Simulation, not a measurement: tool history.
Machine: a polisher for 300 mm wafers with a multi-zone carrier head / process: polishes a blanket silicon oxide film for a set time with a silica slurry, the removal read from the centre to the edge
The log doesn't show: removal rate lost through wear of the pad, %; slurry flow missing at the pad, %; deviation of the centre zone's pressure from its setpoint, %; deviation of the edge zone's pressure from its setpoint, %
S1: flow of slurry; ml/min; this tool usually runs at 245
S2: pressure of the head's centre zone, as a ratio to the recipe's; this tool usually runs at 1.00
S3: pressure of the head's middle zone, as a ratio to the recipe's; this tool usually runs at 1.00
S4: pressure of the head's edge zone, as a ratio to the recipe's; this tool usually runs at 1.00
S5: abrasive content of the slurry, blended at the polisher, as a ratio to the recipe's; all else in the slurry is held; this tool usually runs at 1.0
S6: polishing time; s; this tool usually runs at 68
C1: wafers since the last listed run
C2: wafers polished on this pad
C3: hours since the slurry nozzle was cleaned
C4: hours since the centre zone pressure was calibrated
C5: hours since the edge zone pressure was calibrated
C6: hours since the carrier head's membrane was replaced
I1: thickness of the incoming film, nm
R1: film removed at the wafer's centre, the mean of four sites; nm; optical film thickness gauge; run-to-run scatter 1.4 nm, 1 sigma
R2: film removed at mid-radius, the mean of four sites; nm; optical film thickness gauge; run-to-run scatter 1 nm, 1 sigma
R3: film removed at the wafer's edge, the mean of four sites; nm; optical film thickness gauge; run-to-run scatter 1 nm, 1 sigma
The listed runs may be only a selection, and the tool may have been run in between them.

{"run": 1, "hour": 0.0, "S1": 245, "S2": 1.0, "S3": 1.0, "S4": 1.0, "S5": 1.0, "S6": 68, "C1": 0, "C2": 141, "C3": 347.5, "C4": 102.8, "C5": 997.4, "C6": 1834.4, "I1": 1044.4, "R1": 138.1, "R2": 139.6, "R3": 139.3}
{"run": 2, "hour": 16.0, "S1": 245, "S2": 1.0, "S3": 1.0, "S4": 1.0, "S5": 1.0, "S6": 68, "C1": 170, "C2": 311, "C3": 363.5, "C4": 118.8, "C5": 1013.4, "C6": 1850.4, "I1": 1041.4, "R1": 138.4, "R2": 140.5, "R3": 138.4}
{"hour": 46.4, "done": "slurry nozzle cleaned"}
{"run": 3, "hour": 50.3, "S1": 245, "S2": 1.0, "S3": 1.0, "S4": 1.0, "S5": 1.0, "S6": 68, "C1": 355, "C2": 667, "C3": 3.9, "C4": 153.1, "C5": 1047.7, "C6": 1884.7, "I1": 1054.9, "R1": 139.7, "R2": 138.7, "R3": 139.6}
{"run": 4, "hour": 83.3, "S1": 245, "S2": 1.0, "S3": 1.0, "S4": 1.0, "S5": 1.0, "S6": 68, "C1": 352, "C2": 1019, "C3": 36.9, "C4": 186.1, "C5": 1080.7, "C6": 1917.7, "I1": 1068.7, "R1": 142.8, "R2": 139.0, "R3": 138.7}
{"hour": 101.9, "done": "worn pad replaced by a new one"}
{"run": 5, "hour": 115.6, "S1": 245, "S2": 1.0, "S3": 1.0, "S4": 1.0, "S5": 1.0, "S6": 68, "C1": 302, "C2": 146, "C3": 69.2, "C4": 218.4, "C5": 1113.0, "C6": 1950.0, "I1": 1052.1, "R1": 143.2, "R2": 140.4, "R3": 140.7}
{"run": 6, "hour": 132.6, "S1": 245, "S2": 1.0, "S3": 1.0, "S4": 1.0, "S5": 1.0, "S6": 68, "C1": 181, "C2": 327, "C3": 86.2, "C4": 235.4, "C5": 1130.0, "C6": 1967.0, "I1": 1036.4, "R1": 143.9, "R2": 138.9, "R3": 141.1}
{"run": 7, "hour": 155.3, "S1": 245, "S2": 1.0, "S3": 1.0, "S4": 1.03, "S5": 1.0, "S6": 68, "C1": 242, "C2": 570, "C3": 108.9, "C4": 258.1, "C5": 1152.7, "C6": 1989.7, "I1": 1049.3, "R1": 145.4, "R2": 139.1, "R3": 141.2}
{"run": 8, "hour": 178.0, "S1": 245, "S2": 1.0, "S3": 1.0, "S4": 1.03, "S5": 1.0, "S6": 68, "C1": 242, "C2": 812, "C3": 131.6, "C4": 280.8, "C5": 1175.4, "C6": 2012.4, "I1": 1027.8, "R1": 143.6, "R2": 139.1, "R3": 143.1}
{"hour": 203.7, "done": "worn pad replaced by a new one"}
{"run": 9, "hour": 246.5, "S1": 245, "S2": 1.0, "S3": 1.0, "S4": 1.0, "S5": 1.0, "S6": 68, "C1": 688, "C2": 456, "C3": 200.1, "C4": 349.3, "C5": 1243.9, "C6": 2080.9, "I1": 1036.8, "R1": 150.3, "R2": 138.5, "R3": 137.1}
{"run": 10, "hour": 259.1, "S1": 245, "S2": 1.0, "S3": 1.0, "S4": 1.0, "S5": 1.0, "S6": 68, "C1": 134, "C2": 591, "C3": 212.7, "C4": 361.9, "C5": 1256.5, "C6": 2093.5, "I1": 1055.5, "R1": 148.2, "R2": 139.5, "R3": 138.8}
{"run": 11, "hour": 275.0, "S1": 245, "S2": 1.0, "S3": 1.0, "S4": 1.0, "S5": 1.0, "S6": 68, "C1": 169, "C2": 761, "C3": 228.6, "C4": 377.8, "C5": 1272.4, "C6": 2109.4, "I1": 1056.7, "R1": 148.9, "R2": 138.8, "R3": 138.7}
{"hour": 282.6, "done": "centre zone pressure recalibrated"}
{"hour": 294.0, "done": "edge zone pressure recalibrated"}
{"hour": 310.0, "done": "worn pad replaced by a new one"}
{"run": 12, "hour": 310.5, "S1": 170, "S2": 1.11, "S3": 1.0, "S4": 1.05, "S5": 1.0, "S6": 91, "C1": 293, "C2": 4, "C3": 264.1, "C4": 27.9, "C5": 16.5, "C6": 2144.9, "I1": 1060.3, "R1": 199.5, "R2": 178.7, "R3": 185.0}
{"run": 13, "hour": 322.9, "S1": 205, "S2": 1.0, "S3": 1.0, "S4": 1.0, "S5": 0.9, "S6": 68, "C1": 132, "C2": 137, "C3": 276.5, "C4": 40.3, "C5": 28.9, "C6": 2157.3, "I1": 1054.5, "R1": 132.9, "R2": 134.2, "R3": 135.4}
{"hour": 330.3, "done": "carrier head's membrane replaced by a new one"}
{"run": 14, "hour": 337.1, "S1": 245, "S2": 1.0, "S3": 1.0, "S4": 1.0, "S5": 1.0, "S6": 68, "C1": 98, "C2": 235, "C3": 290.7, "C4": 54.5, "C5": 43.1, "C6": 6.8, "I1": 1031.7, "R1": 141.5, "R2": 138.8, "R3": 138.7}
{"run": 15, "hour": 372.4, "S1": 245, "S2": 1.0, "S3": 1.03, "S4": 1.0, "S5": 1.1, "S6": 68, "C1": 376, "C2": 612, "C3": 326.0, "C4": 89.8, "C5": 78.4, "C6": 42.1, "I1": 1056.6, "R1": 147.7, "R2": 146.0, "R3": 141.6}
{"run": 16, "hour": 395.3, "S1": 245, "S2": 1.0, "S3": 0.89, "S4": 1.0, "S5": 1.0, "S6": 68, "C1": 244, "C2": 856, "C3": 348.9, "C4": 112.7, "C5": 101.3, "C6": 65.0, "I1": 1053.1, "R1": 140.9, "R2": 126.8, "R3": 139.7}
{"hour": 403.5, "done": "slurry nozzle cleaned"}
{"hour": 420.1, "done": "worn pad replaced by a new one"}
{"run": 17, "hour": 483.4, "S1": 315, "S2": 0.94, "S3": 1.0, "S4": 1.11, "S5": 1.0, "S6": 75, "C1": 887, "C2": 675, "C3": 79.9, "C4": 200.8, "C5": 189.4, "C6": 153.1, "I1": 1046.9, "R1": 155.4, "R2": 158.9, "R3": 163.6}
{"run": 18, "hour": 496.4, "S1": 245, "S2": 1.0, "S3": 1.0, "S4": 1.1, "S5": 1.0, "S6": 55, "C1": 138, "C2": 814, "C3": 92.9, "C4": 213.8, "C5": 202.4, "C6": 166.1, "I1": 1053.1, "R1": 119.8, "R2": 112.0, "R3": 117.3}
{"run": 19, "hour": 516.8, "S1": 320, "S2": 1.0, "S3": 0.92, "S4": 1.0, "S5": 1.0, "S6": 68, "C1": 217, "C2": 1032, "C3": 113.3, "C4": 234.2, "C5": 222.8, "C6": 186.5, "I1": 1049.5, "R1": 151.4, "R2": 133.1, "R3": 141.0}
{"hour": 520.9, "done": "worn pad replaced by a new one"}
{"run": 20, "hour": 550.7, "S1": 245, "S2": 1.0, "S3": 1.0, "S4": 1.0, "S5": 1.0, "S6": 68, "C1": 319, "C2": 318, "C3": 147.2, "C4": 268.1, "C5": 256.7, "C6": 220.4, "I1": 1033.1, "R1": 148.9, "R2": 140.3, "R3": 139.4}

List, for all runs, the conditions of the tool that the log does not record:
removal rate lost through wear of the pad, %: 0 across all the runs
slurry flow missing at the pad, %: 0 across all the runs
deviation of the edge zone's pressure from its setpoint, %: 0 across all the runs
H1: deviation of the centre zone's pressure from its setpoint, %
run=1 H1=1.54
run=2 H1=1.98
run=3 H1=2.92
run=4 H1=3.83
run=5 H1=4.72
run=6 H1=5.19
run=7 H1=5.81
run=8 H1=6.44
run=9 H1=8.32
run=10 H1=8.67
run=11 H1=9.11
run=12 H1=2.13
run=13 H1=2.47
run=14 H1=2.86
run=15 H1=3.83
run=16 H1=4.46
run=17 H1=6.89
run=18 H1=7.25
run=19 H1=7.81
run=20 H1=8.74
